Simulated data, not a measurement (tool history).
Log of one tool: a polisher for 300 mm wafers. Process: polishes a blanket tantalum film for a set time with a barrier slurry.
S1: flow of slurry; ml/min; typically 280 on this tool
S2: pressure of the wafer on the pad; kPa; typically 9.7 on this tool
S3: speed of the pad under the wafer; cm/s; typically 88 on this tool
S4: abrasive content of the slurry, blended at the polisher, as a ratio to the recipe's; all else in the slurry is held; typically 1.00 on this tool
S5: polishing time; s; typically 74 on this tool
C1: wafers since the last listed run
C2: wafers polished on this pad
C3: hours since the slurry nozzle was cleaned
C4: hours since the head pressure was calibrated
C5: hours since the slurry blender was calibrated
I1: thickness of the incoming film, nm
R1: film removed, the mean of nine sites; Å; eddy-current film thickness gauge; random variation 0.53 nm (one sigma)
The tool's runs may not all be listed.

run   hour   S1    S2   S3    S4  S5   C1    C2     C3     C4     C5     I1    R1
  1    0.0  280   9.7   88  1.00  74    0   821  145.6  641.2  128.0  233.8   839
  2   16.3  280   9.7   88  1.00  74  170   991  161.9  657.5  144.3  226.5   848
  3   27.6  280   9.7   88  1.00  74  118  1110  173.2  668.8  155.6  234.1   835
      34.4  -- worn pad replaced by a new one
  4   41.3  280   9.7   88  1.00  74  101    72  186.9  682.5  169.3  230.7   839
      58.9  -- slurry blender recalibrated
  5   59.4  280   9.7   88  1.00  74  168   240  205.0  700.6    0.5  229.7   853
      64.9  -- head pressure recalibrated
  6   67.8  280   6.9   88  1.00  74   66   307  213.4    2.9    8.9  231.1   636
  7   82.2  280   6.9   88  1.00  74  150   458  227.8   17.3   23.3  233.6   635
  8   99.6  280   9.7   88  1.00  74  182   640  245.2   34.7   40.7  226.7   885
  9  105.9  280   9.7   88  1.00  74   65   706  251.5   41.0   47.0  232.8   886
 10  115.5  280   9.7   88  1.00  74  100   806  261.1   50.6   56.6  230.6   891
 11  125.3  280   9.7   70  1.00  50  102   909  270.9   60.4   66.4  227.2   482
     141.2  -- worn pad replaced by a new one
 12  141.7  335   9.7   88  1.00  74  129     5  287.3   76.8   82.8  229.0   926
     152.1  -- head pressure recalibrated, repeated, since the last time left the tool worse
 13  152.6  185   9.7   88  1.00  74   93    98  298.2    0.5   93.7  229.5   740
     156.0  -- slurry nozzle cleaned
 14  164.4  375   9.7   88  1.00  74  112   211    8.4   12.3  105.5  232.0   802
 15  172.5  280   9.7   88  1.00  74   84   295   16.5   20.4  113.6  234.6   784
 16  182.5  280   9.7   88  1.00  74  104   400   26.5   30.4  123.6  229.2   777
 17  194.7  280   9.7  118  1.10  63  127   528   38.7   42.6  135.8  228.9   913
 18  202.5  280   9.7   70  1.00  74   81   609   46.5   50.4  143.6  228.0   625
 19  210.2  250  13.1   88  0.75  90   80   690   54.2   58.1  151.3  226.1  1155
 20  221.8  280   9.7  114  1.00  74  121   811   65.8   69.7  162.9  231.8  1028
 21  228.8  230   6.9  112  1.00  60   73   884   72.8   76.7  169.9  226.8   564
 22  240.4  280   6.9   88  1.00  74  121  1006   84.4   88.3  181.5  232.3   571
     246.9  -- worn pad replaced by a new one
     247.4  -- slurry blender recalibrated
 23  254.9  280   9.7   88  1.00  74  104    78   98.9  102.8    7.5  225.9   798
 24  261.6  280  11.0   88  1.15  74   70   149  105.6  109.5   14.2  230.2   949
 25  299.9  280   9.7  114  1.00  49  400   549  143.9  147.8   52.5  231.1   680
 26  308.3  280   9.7   88  1.00  74   87   637  152.3  156.2   60.9  229.7   803
 27  324.6  280   9.7   88  1.30  74  170   808  168.6  172.5   77.2  233.9   852
     331.0  -- worn pad replaced by a new one
 28  342.0  305   9.7   74  1.10  49  140   115  186.0  189.9   94.6  231.8   462
 29  355.9  280   9.7   88  1.00  74  145   260  199.9  203.8  108.5  229.8   801

Below, each run's measurement less what the same run would have read without the hidden state. Both values contain the same run-to-run variation, but the gauge's scatter may not be the same in both:
The tool's hidden condition here consists of: removal rate lost through wear of the pad, %; slurry flow missing at the pad, %; deviation of the head's pressure from its setpoint, %; abrasive missing from the slurry, %.
run    R1
  1   +58
  2   +61
  3   +60
  4   +63
  5   +66
  6   +81
  7   +81
  8  +115
  9  +115
 10  +117
 11   +64
 12  +124
 13    +0
 14    +0
 15    +1
 16    +2
 17    +4
 18    +3
 19    +8
 20    +9
 21    +5
 22    +6
 23   +10
 24   +13
 25   +12
 26   +16
 27   +18
 28   +11
 29   +20
